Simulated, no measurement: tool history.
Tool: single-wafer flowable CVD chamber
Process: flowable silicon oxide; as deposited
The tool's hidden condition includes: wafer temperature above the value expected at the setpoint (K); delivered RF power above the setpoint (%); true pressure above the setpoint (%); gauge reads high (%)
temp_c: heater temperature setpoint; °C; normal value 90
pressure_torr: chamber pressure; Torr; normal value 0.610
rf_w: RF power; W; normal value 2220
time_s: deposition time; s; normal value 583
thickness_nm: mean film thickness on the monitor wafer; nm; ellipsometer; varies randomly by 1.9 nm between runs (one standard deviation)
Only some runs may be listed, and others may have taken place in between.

run	hour	temp_c	pressure_torr	rf_w	time_s	wafers since the last listed run	hours since the last thermocouple change	hours since the last RF generator calibration	hours since the last manometer calibration	hours since the showerhead was replaced	hours since the gauge calibration	read-back reference wafer on the same gauge, thickness_nm	thickness_nm
1	0.0	90	0.610	2220	616	0	2301.6	1972.4	3149.1	7214.0	133.0	309.507	288.985
2	10.7	90	0.610	2220	616	36	2312.3	1983.1	3159.8	7224.7	143.7	309.278	290.111
3	19.9	90	0.610	2220	616	30	2321.5	1992.3	3169.0	7233.9	152.9	310.327	283.850
4	32.2	90	0.610	2220	583	41	2333.8	2004.6	3181.3	7246.2	165.2	310.433	271.865
5	43.9	90	0.610	2220	583	39	2345.5	2016.3	3193.0	7257.9	176.9	310.313	271.353
6	60.1	90	0.610	2220	583	54	2361.7	2032.5	3209.2	7274.1	193.1	310.485	270.374
7	74.1	90	0.610	2220	583	47	2375.7	2046.5	3223.2	7288.1	207.1	309.604	269.232
8	81.3	90	0.610	2220	583	24	2382.9	2053.7	3230.4	7295.3	214.3	309.816	270.669
# hour 97.4: thermocouple changed; heater temperature recalibrated
9	97.9	90	0.610	2220	583	28	0.5	2070.3	3247.0	7311.9	230.9	310.421	338.450
10	102.8	97	0.610	2220	583	16	5.4	2075.2	3251.9	7316.8	235.8	309.696	260.769
11	112.3	97	0.610	2220	583	31	14.9	2084.7	3261.4	7326.3	245.3	310.412	258.589
# hour 121.9: capacitance manometer re-zeroed and calibrated
12	122.7	90	0.610	2220	583	8	25.3	2095.1	0.8	7336.7	255.7	310.090	340.016
13	129.7	90	0.610	2220	583	23	32.3	2102.1	7.8	7343.7	262.7	310.165	339.444
14	140.5	90	0.610	2220	583	36	43.1	2112.9	18.6	7354.5	273.5	310.064	336.217
# hour 143.4: gauge calibrated
15	148.5	90	0.668	2220	583	26	51.1	2120.9	26.6	7362.5	5.1	310.125	372.991
# hour 158.0: RF generator calibrated
16	161.4	90	0.610	2220	583	16	64.0	3.4	39.5	7375.4	18.0	309.951	334.322
17	177.6	97	0.610	2220	583	54	80.2	19.6	55.7	7391.6	34.2	309.982	258.884
# hour 193.4: showerhead replaced
18	194.0	90	0.610	2220	583	28	96.6	36.0	72.1	0.6	50.6	310.211	335.481
19	200.3	78	0.669	1950	687	21	102.9	42.3	78.4	6.9	56.9	309.599	619.343
20	217.5	90	0.610	2220	583	57	120.1	59.5	95.6	24.1	74.1	309.668	334.647
21	232.4	83	0.610	2610	541	50	135.0	74.4	110.5	39.0	89.0	310.341	409.632
22	249.8	90	0.539	2220	583	58	152.4	91.8	127.9	56.4	106.4	310.988	294.242
23	261.0	101	0.545	2220	583	37	163.6	103.0	139.1	67.6	117.6	309.341	198.605
24	267.8	90	0.460	1875	583	22	170.4	109.8	145.9	74.4	124.4	310.038	234.528
25	282.4	90	0.610	2220	654	49	185.0	124.4	160.5	89.0	139.0	309.994	371.604
26	290.1	90	0.758	2100	642	25	192.7	132.1	168.2	96.7	146.7	309.735	448.531
27	304.2	90	0.610	2220	583	47	206.8	146.2	182.3	110.8	160.8	309.651	329.817

Describe how what the log doesn't record of the tool's condition differs between the last listed run preceding each entry between runs and the first listed run following it.
In the gap between runs 8 and 9: thermocouple changed; heater temperature recalibrated (hour 97.4)
  wafer temperature above the value expected at the setpoint (K): 6.55 -> 0.58
  difference, measured minus the result without the unlogged condition, thickness_nm: -76.655 -> -7.692 nm
In the gap between runs 11 and 12: capacitance manometer re-zeroed and calibrated (hour 121.9)
  wafer temperature above the value expected at the setpoint (K): 0.62 -> 0.649
  difference, measured minus the result without the unlogged condition, thickness_nm: -6.020 -> -8.664 nm
In the gap between runs 14 and 15: gauge calibrated (hour 143.4)
  wafer temperature above the value expected at the setpoint (K): 0.699 -> 0.721
  difference, measured minus the result without the unlogged condition, thickness_nm: -9.232 -> -10.574 nm
In the gap between runs 15 and 16: RF generator calibrated (hour 158.0)
  wafer temperature above the value expected at the setpoint (K): 0.721 -> 0.757
  difference, measured minus the result without the unlogged condition, thickness_nm: -10.574 -> -9.958 nm
In the gap between runs 17 and 18: showerhead replaced (hour 193.4)
  wafer temperature above the value expected at the setpoint (K): 0.803 -> 0.849
  difference, measured minus the result without the unlogged condition, thickness_nm: -7.826 -> -11.214 nm

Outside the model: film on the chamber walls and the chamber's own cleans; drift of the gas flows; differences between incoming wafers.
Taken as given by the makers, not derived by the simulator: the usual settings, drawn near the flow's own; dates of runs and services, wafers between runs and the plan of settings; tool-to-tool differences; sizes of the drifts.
